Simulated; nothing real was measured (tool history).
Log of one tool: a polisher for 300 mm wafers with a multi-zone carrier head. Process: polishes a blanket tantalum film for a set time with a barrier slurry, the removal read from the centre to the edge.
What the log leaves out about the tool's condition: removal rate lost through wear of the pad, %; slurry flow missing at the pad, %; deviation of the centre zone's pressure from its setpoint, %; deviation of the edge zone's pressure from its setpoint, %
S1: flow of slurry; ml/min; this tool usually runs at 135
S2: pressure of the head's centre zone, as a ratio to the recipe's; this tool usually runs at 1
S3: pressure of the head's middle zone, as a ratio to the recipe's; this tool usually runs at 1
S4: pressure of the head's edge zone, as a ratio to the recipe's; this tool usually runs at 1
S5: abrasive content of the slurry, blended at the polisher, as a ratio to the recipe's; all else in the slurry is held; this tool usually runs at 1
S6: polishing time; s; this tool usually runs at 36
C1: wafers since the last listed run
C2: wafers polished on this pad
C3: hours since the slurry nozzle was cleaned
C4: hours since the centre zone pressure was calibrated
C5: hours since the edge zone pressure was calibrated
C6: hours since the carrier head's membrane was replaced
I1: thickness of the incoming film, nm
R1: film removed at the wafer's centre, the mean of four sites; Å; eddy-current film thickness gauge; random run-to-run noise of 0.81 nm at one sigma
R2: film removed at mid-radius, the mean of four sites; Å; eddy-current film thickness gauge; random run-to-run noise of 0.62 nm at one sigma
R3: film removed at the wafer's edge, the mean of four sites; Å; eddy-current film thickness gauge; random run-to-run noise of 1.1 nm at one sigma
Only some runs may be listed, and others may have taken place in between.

run	hour	S1	S2	S3	S4	S5	S6	C1	C2	C3	C4	C5	C6	I1	R1	R2	R3
1	0	160	1	1	1	1	36	0	1469	373.6	960.7	897.2	1554.8	189.7	694	726	723
# hour 11.8: worn pad replaced by a new one
2	32.5	160	1	1	1	1	36	307	223	406.1	993.2	929.7	1587.3	191.5	671	728	729
3	46.7	135	1	1	1	1	36	153	377	420.3	1007.4	943.9	1601.5	189.2	645	689	707
4	61.4	135	1	1	1	1	36	158	535	435	1022.1	958.6	1616.2	186.8	639	690	701
5	80.2	135	1	1	1	1	36	203	738	453.8	1040.9	977.4	1635	188.3	634	693	707
6	100.2	115	1	1	1	1	36	215	954	473.8	1060.9	997.4	1655	189.7	593	661	684
7	126.7	165	1	1	0.89	1.25	31	286	1241	500.3	1087.4	1023.9	1681.5	189.7	608	665	627
8	156.9	135	1	1	1.1	1	36	326	1567	530.5	1117.6	1054.1	1711.7	189.5	601	668	727
# hour 172.8: worn pad replaced by a new one
# hour 191.4: edge zone pressure recalibrated
9	191.9	135	1	1	1	1	31	313	184	565.5	1152.6	0.5	1746.7	190.7	516	569	593
10	205.4	110	1	1	0.96	1	36	145	330	579	1166.1	14	1760.2	190	537	617	649
# hour 213.7: slurry nozzle cleaned
11	218.8	135	1	0.89	1	0.7	25	133	464	5.1	1179.5	27.4	1773.6	193.3	426	419	469
# hour 241.2: carrier head's membrane replaced by a new one
12	248.3	135	1	1	1	0.75	36	264	728	34.6	1209	56.9	7.1	190	621	688	685
13	261.1	135	1	1	1	1	36	138	866	47.4	1221.8	69.7	19.9	187.1	675	758	756
# hour 270.5: centre zone pressure recalibrated
14	278.6	135	1	1	1.06	1	49	167	1034	64.9	8.1	87.2	37.4	189.5	1029	1030	1027
15	297.5	135	1	1	1	1	36	204	1238	83.8	27	106.1	56.3	193.7	751	751	746
# hour 324.2: worn pad replaced by a new one
16	345.4	135	1	1	1	1	36	474	229	131.7	74.9	154	104.2	189.1	748	754	727
17	375.1	135	1	1	1	1	36	320	549	161.4	104.6	183.7	133.9	189.5	748	748	738
18	395.8	135	1	1	1	1	36	223	773	182.1	125.3	204.4	154.6	189.4	732	754	759
19	408.4	155	0.92	1	0.88	1	44	136	909	194.7	137.9	217	167.2	192.9	895	929	867
20	440.4	135	1	0.96	1	1.1	29	345	1255	226.7	169.9	249	199.2	191.9	609	589	598
21	471.1	135	1.1	0.94	1	1.3	36	331	1586	257.4	200.6	279.7	229.9	191.4	820	752	797
# hour 481.2: worn pad replaced by a new one
22	495.4	165	0.97	1	1	1.1	46	219	153	281.7	224.9	304	254.2	190.3	990	1002	999

3 options for the next run, each taken on its own from the tool as it stands now. Forecast them:
A	495.8	135	1	1	1	1	36	4	157	282.1	225.3	304.4	254.6	189.2	?	?	?
B	495.8	165	0.95	1	1.09	1	36	4	157	282.1	225.3	304.4	254.6	189.2	?	?	?
C	495.8	135	1	1	0.92	1	26	4	157	282.1	225.3	304.4	254.6	189.2	?	?	?

run	R1	R2	R3
A	710	727	739
B	724	758	788
C	513	525	517
Without the tool's unlogged condition, the same runs would have read:
run	R1	R2	R3
A	746	765	766
B	753	791	813
C	539	553	536
